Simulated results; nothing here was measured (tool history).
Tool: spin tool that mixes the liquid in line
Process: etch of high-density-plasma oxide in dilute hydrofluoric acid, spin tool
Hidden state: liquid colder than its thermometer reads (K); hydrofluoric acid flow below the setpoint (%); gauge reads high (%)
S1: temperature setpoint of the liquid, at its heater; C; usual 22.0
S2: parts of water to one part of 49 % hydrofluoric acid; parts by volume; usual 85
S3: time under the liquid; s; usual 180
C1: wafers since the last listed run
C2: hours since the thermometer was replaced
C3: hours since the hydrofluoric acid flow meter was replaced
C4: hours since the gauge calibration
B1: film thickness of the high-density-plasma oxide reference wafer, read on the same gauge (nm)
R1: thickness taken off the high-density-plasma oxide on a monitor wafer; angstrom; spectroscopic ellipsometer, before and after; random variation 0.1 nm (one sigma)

{"run": 1, "day": 0.0, "S1": 19.0, "S2": 65, "S3": 180, "C1": 0, "C2": 11.4, "C3": 581.0, "C4": 611.9, "B1": 59.99, "R1": 161.0}
{"run": 2, "day": 1.912, "S1": 19.0, "S2": 65, "S3": 180, "C1": 284, "C2": 57.3, "C3": 626.9, "C4": 657.8, "B1": 60.0, "R1": 158.5}
{"run": 3, "day": 4.067, "S1": 19.0, "S2": 65, "S3": 180, "C1": 320, "C2": 109.0, "C3": 678.6, "C4": 709.5, "B1": 59.99, "R1": 158.0}
{"run": 4, "day": 8.192, "S1": 22.0, "S2": 85, "S3": 180, "C1": 613, "C2": 208.0, "C3": 777.6, "C4": 808.5, "B1": 59.97, "R1": 133.4}
{"run": 5, "day": 10.2, "S1": 22.0, "S2": 85, "S3": 180, "C1": 298, "C2": 256.2, "C3": 825.8, "C4": 856.7, "B1": 59.99, "R1": 131.9}
{"run": 6, "day": 14.004, "S1": 22.0, "S2": 85, "S3": 180, "C1": 565, "C2": 347.5, "C3": 917.1, "C4": 948.0, "B1": 59.99, "R1": 130.0}
{"run": 7, "day": 15.742, "S1": 22.0, "S2": 85, "S3": 180, "C1": 258, "C2": 389.2, "C3": 958.8, "C4": 989.7, "B1": 60.0, "R1": 131.2}
{"run": 8, "day": 19.3, "S1": 22.0, "S2": 85, "S3": 180, "C1": 529, "C2": 474.6, "C3": 1044.2, "C4": 1075.1, "B1": 60.03, "R1": 130.7}
{"run": 9, "day": 23.271, "S1": 22.0, "S2": 85, "S3": 180, "C1": 590, "C2": 569.9, "C3": 1139.5, "C4": 1170.4, "B1": 60.01, "R1": 130.5}
{"run": 10, "day": 25.558, "S1": 22.0, "S2": 85, "S3": 180, "C1": 340, "C2": 624.8, "C3": 1194.4, "C4": 1225.3, "B1": 59.98, "R1": 130.4}
{"run": 11, "day": 27.188, "S1": 24.0, "S2": 85, "S3": 180, "C1": 242, "C2": 663.9, "C3": 1233.5, "C4": 1264.4, "B1": 60.02, "R1": 140.0}
{"day": 28.288, "done": "hydrofluoric acid flow meter replaced"}
{"run": 12, "day": 28.796, "S1": 22.0, "S2": 85, "S3": 180, "C1": 232, "C2": 702.5, "C3": 12.2, "C4": 1303.0, "B1": 60.01, "R1": 136.6}
{"run": 13, "day": 32.454, "S1": 22.0, "S2": 85, "S3": 180, "C1": 543, "C2": 790.3, "C3": 100.0, "C4": 1390.8, "B1": 60.0, "R1": 134.5}
{"run": 14, "day": 36.646, "S1": 22.0, "S2": 85, "S3": 180, "C1": 623, "C2": 890.9, "C3": 200.6, "C4": 1491.4, "B1": 59.99, "R1": 132.8}
{"run": 15, "day": 38.421, "S1": 22.0, "S2": 85, "S3": 180, "C1": 263, "C2": 933.5, "C3": 243.2, "C4": 1534.0, "B1": 59.99, "R1": 133.2}
{"run": 16, "day": 40.871, "S1": 17.5, "S2": 50, "S3": 180, "C1": 364, "C2": 992.3, "C3": 302.0, "C4": 1592.8, "B1": 60.01, "R1": 194.3}
{"run": 17, "day": 43.412, "S1": 22.0, "S2": 95, "S3": 135, "C1": 377, "C2": 1053.3, "C3": 363.0, "C4": 1653.8, "B1": 60.01, "R1": 88.6}
{"run": 18, "day": 47.3, "S1": 20.0, "S2": 85, "S3": 210, "C1": 577, "C2": 1146.6, "C3": 456.3, "C4": 1747.1, "B1": 59.99, "R1": 139.6}
{"run": 19, "day": 48.958, "S1": 22.0, "S2": 85, "S3": 75, "C1": 246, "C2": 1186.4, "C3": 496.1, "C4": 1786.9, "B1": 60.0, "R1": 54.7}
{"run": 20, "day": 51.075, "S1": 22.0, "S2": 85, "S3": 180, "C1": 314, "C2": 1237.2, "C3": 546.9, "C4": 1837.7, "B1": 60.04, "R1": 132.1}
{"run": 21, "day": 52.638, "S1": 26.5, "S2": 85, "S3": 180, "C1": 232, "C2": 1274.7, "C3": 584.4, "C4": 1875.2, "B1": 59.98, "R1": 158.6}
{"run": 22, "day": 54.421, "S1": 22.0, "S2": 70, "S3": 180, "C1": 265, "C2": 1317.5, "C3": 627.2, "C4": 1918.0, "B1": 59.97, "R1": 160.7}
{"day": 55.079, "done": "thermometer replaced"}
{"run": 23, "day": 56.104, "S1": 24.0, "S2": 125, "S3": 75, "C1": 244, "C2": 24.6, "C3": 667.6, "C4": 1958.4, "B1": 60.02, "R1": 39.5}
{"day": 59.504, "done": "gauge calibrated"}
{"run": 24, "day": 60.008, "S1": 22.0, "S2": 85, "S3": 180, "C1": 580, "C2": 118.3, "C3": 761.3, "C4": 12.1, "B1": 59.98, "R1": 135.0}
{"run": 25, "day": 63.525, "S1": 22.0, "S2": 85, "S3": 255, "C1": 522, "C2": 202.7, "C3": 845.7, "C4": 96.5, "B1": 60.01, "R1": 186.8}
{"run": 26, "day": 65.996, "S1": 19.0, "S2": 85, "S3": 180, "C1": 367, "C2": 262.0, "C3": 905.0, "C4": 155.8, "B1": 59.99, "R1": 116.6}
{"run": 27, "day": 68.292, "S1": 19.0, "S2": 55, "S3": 90, "C1": 341, "C2": 317.1, "C3": 960.1, "C4": 210.9, "B1": 60.0, "R1": 92.7}
{"run": 28, "day": 73.475, "S1": 19.0, "S2": 55, "S3": 90, "C1": 770, "C2": 441.5, "C3": 1084.5, "C4": 335.3, "B1": 60.01, "R1": 92.5}
{"run": 29, "day": 77.346, "S1": 22.0, "S2": 85, "S3": 180, "C1": 575, "C2": 534.4, "C3": 1177.4, "C4": 428.2, "B1": 59.99, "R1": 129.1}
{"day": 78.867, "done": "hydrofluoric acid flow meter replaced"}
{"run": 30, "day": 81.812, "S1": 22.0, "S2": 85, "S3": 180, "C1": 657, "C2": 641.6, "C3": 70.7, "C4": 535.4, "B1": 60.01, "R1": 134.1}

What the log doesn't show, run by run:
gauge reads high (%): 0 in every run
H1: liquid colder than its thermometer reads (K)
H2: hydrofluoric acid flow below the setpoint (%)
run=1 H1=0.0585 H2=2.85
run=2 H1=0.0932 H2=3.03
run=3 H1=0.132 H2=3.22
run=4 H1=0.207 H2=3.6
run=5 H1=0.244 H2=3.78
run=6 H1=0.313 H2=4.13
run=7 H1=0.345 H2=4.29
run=8 H1=0.409 H2=4.61
run=9 H1=0.481 H2=4.98
run=10 H1=0.523 H2=5.18
run=11 H1=0.553 H2=5.33
run=12 H1=0.582 H2=0.0513
run=13 H1=0.648 H2=0.385
run=14 H1=0.725 H2=0.768
run=15 H1=0.757 H2=0.93
run=16 H1=0.801 H2=1.15
run=17 H1=0.848 H2=1.39
run=18 H1=0.918 H2=1.74
run=19 H1=0.948 H2=1.89
run=20 H1=0.987 H2=2.08
run=21 H1=1.02 H2=2.23
run=22 H1=1.05 H2=2.39
run=23 H1=0.156 H2=2.54
run=24 H1=0.227 H2=2.9
run=25 H1=0.291 H2=3.22
run=26 H1=0.336 H2=3.45
run=27 H1=0.377 H2=3.66
run=28 H1=0.472 H2=4.13
run=29 H1=0.542 H2=4.48
run=30 H1=0.623 H2=0.873
